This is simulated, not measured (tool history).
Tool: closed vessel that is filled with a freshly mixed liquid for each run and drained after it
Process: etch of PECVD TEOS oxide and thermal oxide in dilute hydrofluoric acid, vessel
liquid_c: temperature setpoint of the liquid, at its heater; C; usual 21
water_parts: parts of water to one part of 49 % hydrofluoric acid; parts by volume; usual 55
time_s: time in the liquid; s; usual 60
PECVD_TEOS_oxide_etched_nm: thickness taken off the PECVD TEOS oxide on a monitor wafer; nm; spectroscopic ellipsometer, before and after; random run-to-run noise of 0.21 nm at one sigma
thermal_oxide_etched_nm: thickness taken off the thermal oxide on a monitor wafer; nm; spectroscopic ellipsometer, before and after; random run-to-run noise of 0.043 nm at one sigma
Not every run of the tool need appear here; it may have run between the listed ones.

run,hour,liquid_c,water_parts,time_s,wafers since the last listed run,hours since the thermometer was replaced,hours since the hydrofluoric acid flow meter was replaced,hours since the gauge calibration,"read-back film thickness of the PECVD TEOS oxide reference wafer, read on the same gauge (nm)","read-back film thickness of the thermal oxide reference wafer, read on the same gauge (nm)",PECVD_TEOS_oxide_etched_nm,thermal_oxide_etched_nm
1,0,21,75,60,0,57,838.5,2361,149.99,139.992,20.77,3.631
2,100.2,21,75,60,14539,157.2,938.7,2461.2,149.99,140.001,20.46,3.626
3,164.2,21,55,60,9286,221.2,1002.7,2525.2,149.94,140,28.6,5.116
4,226.4,21,45,30,9025,283.4,1064.9,2587.4,149.96,139.983,17.96,3.182
5,312.6,24.5,70,70,12507,369.6,1151.1,2673.6,150.05,139.995,30.42,5.335
6,351.9,21,55,60,5702,408.9,1190.4,2712.9,150.04,140.011,28.8,5.06
7,420.4,23,55,45,9939,477.4,1258.9,2781.4,149.97,139.991,23.55,4.157
8,524.1,21,55,60,15046,581.1,1362.6,2885.1,149.97,140.035,28.89,5.124
9,624.1,21,55,60,14510,681.1,1462.6,2985.1,150.01,139.994,29.06,5.182
10,712.9,21,55,60,12884,769.9,1551.4,3073.9,150.01,140.01,29.33,5.133
11,771.5,23,55,60,8502,828.5,1610,3132.5,150.02,139.98,31.79,5.65
12,832.5,22.5,75,30,8851,889.5,1671,3193.5,150,140.007,10.9,1.937
13,881.9,21,55,60,7167,938.9,1720.4,3242.9,150.02,139.992,29.14,5.147
14,954,17,55,30,10461,1011,1792.5,3315,150.05,140.005,12.24,2.164
# hour 1044.1: gauge calibrated
15,1060,21,55,60,15380,1117,1898.5,15.9,150.01,139.973,29.34,5.142
16,1153.1,23.5,45,90,13508,1210.1,1991.6,109,150.03,139.995,60.74,10.732
17,1222.1,21,80,90,10011,1279.1,2060.6,178,149.99,139.99,29.45,5.259
18,1327.3,24,30,90,15264,1384.3,2165.8,283.2,150.05,139.998,94.31,16.272
# hour 1372.4: hydrofluoric acid flow meter replaced
19,1419.6,21,55,60,13247,1476.6,47.2,375.5,150.01,139.993,26.45,4.733
20,1478.5,21,35,60,8546,1535.5,106.1,434.4,149.96,139.979,42.7,7.431
21,1569.8,21,55,60,13247,1626.8,197.4,525.7,149.99,139.998,26.6,4.731
22,1754.7,26,30,60,26829,1811.7,382.3,710.6,150,140.008,61.58,10.887
# hour 1824.3: thermometer replaced
23,1848.1,18,55,60,13407,23.8,475.7,804,150.04,139.97,24.59,4.339
24,1931.7,24.5,55,80,12130,107.4,559.3,887.6,149.99,139.971,43.45,7.669
25,1997.9,21,55,35,9605,173.6,625.5,953.8,150.02,140.019,16.62,2.942
26,2068.2,21,40,50,10200,243.9,695.8,1024.1,149.99,139.975,33.01,5.852
27,2125.5,21,55,60,8314,301.2,753.1,1081.4,150.01,139.995,28.4,5.016

Consider 3 possible next runs. They are alternatives, not a sequence: every one starts from the tool as it was left by run 27. What does each give?
A,2126.2,21,55,40,101,301.9,753.8,1082.1,?,?,?,?
B,2126.2,17,75,35,101,301.9,753.8,1082.1,?,?,?,?
C,2126.2,17,55,60,101,301.9,753.8,1082.1,?,?,?,?

run,"read-back film thickness of the PECVD TEOS oxide reference wafer, read on the same gauge (nm)","read-back film thickness of the thermal oxide reference wafer, read on the same gauge (nm)",PECVD_TEOS_oxide_etched_nm,thermal_oxide_etched_nm
A,149.98,140.01,18.87,3.335
B,149.98,140.01,9.99,1.765
C,149.98,140.01,23.85,4.215
What these runs would have given with no unlogged condition in the tool:
run,PECVD_TEOS_oxide_etched_nm,thermal_oxide_etched_nm
A,18.51,3.272
B,9.8,1.732
C,23.41,4.137
